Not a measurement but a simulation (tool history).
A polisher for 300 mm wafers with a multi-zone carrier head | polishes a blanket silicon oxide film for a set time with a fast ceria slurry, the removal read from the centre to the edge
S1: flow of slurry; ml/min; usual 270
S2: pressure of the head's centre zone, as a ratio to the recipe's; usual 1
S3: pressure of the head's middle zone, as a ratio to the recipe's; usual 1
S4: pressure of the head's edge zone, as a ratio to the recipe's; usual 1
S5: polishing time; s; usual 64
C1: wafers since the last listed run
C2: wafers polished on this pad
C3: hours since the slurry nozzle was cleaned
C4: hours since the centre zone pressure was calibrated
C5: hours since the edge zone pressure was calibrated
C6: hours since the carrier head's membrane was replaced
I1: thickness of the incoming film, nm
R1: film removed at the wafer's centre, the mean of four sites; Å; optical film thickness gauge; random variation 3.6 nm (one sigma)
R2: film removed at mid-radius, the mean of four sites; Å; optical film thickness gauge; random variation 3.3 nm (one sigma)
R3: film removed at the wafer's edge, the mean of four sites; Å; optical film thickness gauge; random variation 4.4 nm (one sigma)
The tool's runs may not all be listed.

run	hour	S1	S2	S3	S4	S5	C1	C2	C3	C4	C5	C6	I1	R1	R2	R3
1	0	215	1	1	1	64	0	780	97	596.7	537.6	60.3	2774.2	5003	4671	4749
# hour 4: centre zone pressure recalibrated
2	10.4	270	1.11	1	1.09	83	82	863	107.4	6.4	548	70.7	2799	6947	6149	6454
3	19.8	215	1	1	0.9	64	92	955	116.8	15.8	557.4	80.1	2722.3	4646	4588	4447
# hour 31.6: worn pad replaced by a new one
4	32.1	270	1	1.09	1	64	81	4	129.1	28.1	569.7	92.4	2803.9	5094	5341	5010
5	46.8	350	1	1.08	1	64	144	149	143.8	42.8	584.4	107.1	2755.6	5274	5397	5112
6	54.9	270	1	1	0.93	64	79	229	151.9	50.9	592.5	115.2	2793.1	5151	4907	4876
# hour 61.7: edge zone pressure recalibrated
7	63.6	270	1.04	1	1	64	66	295	160.6	59.6	1.9	123.9	2791.2	5223	4914	5034
8	74.6	270	0.92	1	1	57	108	403	171.6	70.6	12.9	134.9	2769.4	4059	4388	4423
9	95.8	270	0.91	1.1	1.04	64	208	612	192.8	91.8	34.1	156.1	2737.8	4542	5148	4983
10	106.9	225	0.94	0.96	0.9	64	109	722	203.9	102.9	45.2	167.2	2744.8	4526	4621	4562
11	117.1	270	0.9	1.12	1	64	100	822	214.1	113.1	55.4	177.4	2764.4	4348	5259	4809
12	124.1	270	1	1	1	64	68	891	221.1	120.1	62.4	184.4	2795.4	4882	4754	4888
# hour 135.3: worn pad replaced by a new one
13	140.1	270	0.93	1	1.11	64	118	47	237.1	136.1	78.4	200.4	2746.9	4838	5052	5373
14	148.9	270	1	0.88	1	64	86	133	245.9	144.9	87.2	209.2	2798	5135	4562	5070
15	163.7	360	1	1	1.05	64	145	279	260.7	159.7	102	224	2769.5	5211	5043	5254
16	171.4	270	1	1	1	64	75	355	268.4	167.4	109.7	231.7	2789.2	5104	4982	4997
17	188.3	270	1	1	1	64	166	521	285.3	184.3	126.6	248.6	2791	5009	4856	4845
18	203.5	270	1	1	1	57	149	671	300.5	199.5	141.8	263.8	2768.5	4431	4285	4303
19	219.8	270	1.08	0.9	1.09	64	160	832	316.8	215.8	158.1	280.1	2801.3	5288	4368	4976
20	229.1	225	1	1	1	64	91	923	326.1	225.1	167.4	289.4	2784.8	4831	4652	4805
21	244	270	1	1.09	1	64	146	1070	341	240	182.3	304.3	2743.2	4779	5011	4712
# hour 257.9: worn pad replaced by a new one
22	258.4	225	1.07	1	1	64	102	5	355.4	254.4	196.7	318.7	2787.4	5427	4969	5061

Forecast each of these 4 alternatives for the next run:
A	258.8	270	1	1	1	64	3	9	355.8	254.8	197.1	319.1	2740.4	?	?	?
B	258.8	225	1.06	0.95	0.89	64	3	9	355.8	254.8	197.1	319.1	2740.4	?	?	?
C	258.8	270	1	0.91	1	79	3	9	355.8	254.8	197.1	319.1	2740.4	?	?	?
D	258.8	345	1	1	1	64	3	9	355.8	254.8	197.1	319.1	2740.4	?	?	?

run	R1	R2	R3
A	5171	5026	5117
B	5389	4764	4791
C	6380	5789	6323
D	5279	5121	5190
Without the tool's hidden state the same runs would have given:
run	R1	R2	R3
A	5192	5063	5155
B	5410	4799	4826
C	6405	5832	6369
D	5300	5159	5229
